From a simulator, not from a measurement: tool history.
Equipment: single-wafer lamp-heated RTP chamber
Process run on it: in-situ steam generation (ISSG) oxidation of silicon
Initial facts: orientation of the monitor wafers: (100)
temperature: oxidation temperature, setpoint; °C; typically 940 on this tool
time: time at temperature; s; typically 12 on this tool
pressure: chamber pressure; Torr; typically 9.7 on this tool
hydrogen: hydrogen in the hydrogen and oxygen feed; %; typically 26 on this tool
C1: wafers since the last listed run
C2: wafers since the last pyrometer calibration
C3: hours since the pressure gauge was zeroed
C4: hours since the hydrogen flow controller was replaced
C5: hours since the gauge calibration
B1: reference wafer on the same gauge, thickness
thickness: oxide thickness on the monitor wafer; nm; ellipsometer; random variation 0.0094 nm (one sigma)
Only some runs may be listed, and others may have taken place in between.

run 1 hour=0.0 | temperature=940 time=10 pressure=9.7 hydrogen=26 | C1=0 C2=3615 C3=4381.8 C4=4761.5 C5=360.0 | B1=2.871 | thickness=3.049
run 2 hour=66.7 | temperature=940 time=12 pressure=9.7 hydrogen=26 | C1=952 C2=4568 C3=4448.5 C4=4828.2 C5=426.7 | B1=2.870 | thickness=3.252
run 3 hour=91.7 | temperature=940 time=12 pressure=9.7 hydrogen=26 | C1=356 C2=4924 C3=4473.5 C4=4853.2 C5=451.7 | B1=2.870 | thickness=3.271
run 4 hour=162.7 | temperature=940 time=12 pressure=9.7 hydrogen=26 | C1=1013 C2=5938 C3=4544.5 C4=4924.2 C5=522.7 | B1=2.871 | thickness=3.272
-- hour=214.2 pyrometer window cleaned and pyrometer calibrated
run 5 hour=224.3 | temperature=940 time=12 pressure=9.7 hydrogen=26 | C1=765 C2=143 C3=4606.1 C4=4985.8 C5=584.3 | B1=2.872 | thickness=3.203
run 6 hour=280.1 | temperature=940 time=12 pressure=9.7 hydrogen=26 | C1=796 C2=940 C3=4661.9 C4=5041.6 C5=640.1 | B1=2.871 | thickness=3.221
-- hour=335.1 pressure gauge zeroed
run 7 hour=339.4 | temperature=940 time=12 pressure=9.7 hydrogen=26 | C1=732 C2=1672 C3=4.3 C4=5100.9 C5=699.4 | B1=2.869 | thickness=3.232
run 8 hour=388.4 | temperature=940 time=12 pressure=9.7 hydrogen=26 | C1=699 C2=2372 C3=53.3 C4=5149.9 C5=748.4 | B1=2.871 | thickness=3.224
run 9 hour=443.4 | temperature=940 time=14 pressure=8.7 hydrogen=26 | C1=785 C2=3157 C3=108.3 C4=5204.9 C5=803.4 | B1=2.868 | thickness=3.493
run 10 hour=503.5 | temperature=940 time=14 pressure=8.7 hydrogen=26 | C1=858 C2=4015 C3=168.4 C4=5265.0 C5=863.5 | B1=2.872 | thickness=3.502
run 11 hour=537.8 | temperature=940 time=14 pressure=8.7 hydrogen=26 | C1=489 C2=4505 C3=202.7 C4=5299.3 C5=897.8 | B1=2.871 | thickness=3.504
run 12 hour=580.7 | temperature=940 time=12 pressure=9.7 hydrogen=26 | C1=612 C2=5117 C3=245.6 C4=5342.2 C5=940.7 | B1=2.870 | thickness=3.253
run 13 hour=628.4 | temperature=940 time=12 pressure=9.7 hydrogen=26 | C1=681 C2=5798 C3=293.3 C4=5389.9 C5=988.4 | B1=2.869 | thickness=3.274
run 14 hour=681.4 | temperature=956 time=12 pressure=9.7 hydrogen=26 | C1=756 C2=6555 C3=346.3 C4=5442.9 C5=1041.4 | B1=2.868 | thickness=3.398
-- hour=700.9 pyrometer window cleaned and pyrometer calibrated
run 15 hour=743.3 | temperature=924 time=12 pressure=9.7 hydrogen=26 | C1=769 C2=605 C3=408.2 C4=5504.8 C5=1103.3 | B1=2.872 | thickness=3.108
-- hour=807.8 hydrogen flow controller replaced
run 16 hour=905.1 | temperature=946 time=12 pressure=9.7 hydrogen=26 | C1=2195 C2=2801 C3=570.0 C4=97.3 C5=1265.1 | B1=2.871 | thickness=3.290
run 17 hour=959.3 | temperature=940 time=12 pressure=9.7 hydrogen=26 | C1=773 C2=3574 C3=624.2 C4=151.5 C5=1319.3 | B1=2.872 | thickness=3.249
run 18 hour=996.3 | temperature=940 time=12 pressure=9.7 hydrogen=26 | C1=528 C2=4103 C3=661.2 C4=188.5 C5=1356.3 | B1=2.869 | thickness=3.235
run 19 hour=1046.4 | temperature=935 time=12 pressure=10.2 hydrogen=26 | C1=715 C2=4818 C3=711.3 C4=238.6 C5=1406.4 | B1=2.875 | thickness=3.188
run 20 hour=1106.1 | temperature=951 time=12 pressure=9.7 hydrogen=26 | C1=852 C2=5670 C3=771.0 C4=298.3 C5=1466.1 | B1=2.869 | thickness=3.353
-- hour=1125.4 pyrometer window cleaned and pyrometer calibrated
run 21 hour=1175.8 | temperature=954 time=12 pressure=9.7 hydrogen=26 | C1=880 C2=720 C3=840.7 C4=368.0 C5=1535.8 | B1=2.872 | thickness=3.328
-- hour=1270.0 gauge calibrated
run 22 hour=1335.5 | temperature=940 time=15 pressure=9.7 hydrogen=26 | C1=2280 C2=3000 C3=1000.4 C4=527.7 C5=65.5 | B1=2.870 | thickness=3.510
run 23 hour=1376.2 | temperature=940 time=12 pressure=9.7 hydrogen=29 | C1=581 C2=3581 C3=1041.1 C4=568.4 C5=106.2 | B1=2.873 | thickness=3.331
run 24 hour=1436.1 | temperature=951 time=16 pressure=8.7 hydrogen=22 | C1=855 C2=4436 C3=1101.0 C4=628.3 C5=166.1 | B1=2.870 | thickness=3.636
run 25 hour=1484.8 | temperature=947 time=12 pressure=8.9 hydrogen=29 | C1=695 C2=5131 C3=1149.7 C4=677.0 C5=214.8 | B1=2.868 | thickness=3.450
run 26 hour=1514.1 | temperature=935 time=12 pressure=10.2 hydrogen=26 | C1=418 C2=5550 C3=1179.0 C4=706.3 C5=244.1 | B1=2.870 | thickness=3.175
-- hour=1576.5 pyrometer window cleaned and pyrometer calibrated
run 27 hour=1586.1 | temperature=958 time=10 pressure=9.7 hydrogen=16 | C1=913 C2=137 C3=1251.0 C4=778.3 C5=316.1 | B1=2.868 | thickness=2.794
run 28 hour=1617.7 | temperature=949 time=12 pressure=9.7 hydrogen=23 | C1=451 C2=588 C3=1282.6 C4=809.9 C5=347.7 | B1=2.871 | thickness=3.198
run 29 hour=1681.9 | temperature=940 time=12 pressure=9.7 hydrogen=26 | C1=916 C2=1504 C3=1346.8 C4=874.1 C5=411.9 | B1=2.865 | thickness=3.225
run 30 hour=1707.5 | temperature=940 time=12 pressure=8.7 hydrogen=26 | C1=365 C2=1870 C3=1372.4 C4=899.7 C5=437.5 | B1=2.871 | thickness=3.291
run 31 hour=1764.9 | temperature=959 time=8 pressure=10.2 hydrogen=32 | C1=819 C2=2689 C3=1429.8 C4=957.1 C5=494.9 | B1=2.868 | thickness=3.042

What if the next run were any one of these 4? Each begins from the tool's condition after run 31:
run A hour=1765.3 | temperature=940 time=12 pressure=9.7 hydrogen=26 | C1=5 C2=2695 C3=1430.2 C4=957.5 C5=495.3 | B1=? | thickness=?
run B hour=1765.3 | temperature=922 time=11 pressure=8.5 hydrogen=16 | C1=5 C2=2695 C3=1430.2 C4=957.5 C5=495.3 | B1=? | thickness=?
run C hour=1765.3 | temperature=926 time=16 pressure=9.7 hydrogen=30 | C1=5 C2=2695 C3=1430.2 C4=957.5 C5=495.3 | B1=? | thickness=?
run D hour=1765.3 | temperature=924 time=12 pressure=10.2 hydrogen=26 | C1=5 C2=2695 C3=1430.2 C4=957.5 C5=495.3 | B1=? | thickness=?

run=A B1=2.870 thickness=3.225
run=B B1=2.870 thickness=2.724
run=C B1=2.870 thickness=3.574
run=D B1=2.870 thickness=3.076
The same runs, with their run-to-run variation unchanged, on a tool lacking any hidden condition would have given:
run=A thickness=3.197
run=B thickness=2.704
run=C thickness=3.542
run=D thickness=3.052

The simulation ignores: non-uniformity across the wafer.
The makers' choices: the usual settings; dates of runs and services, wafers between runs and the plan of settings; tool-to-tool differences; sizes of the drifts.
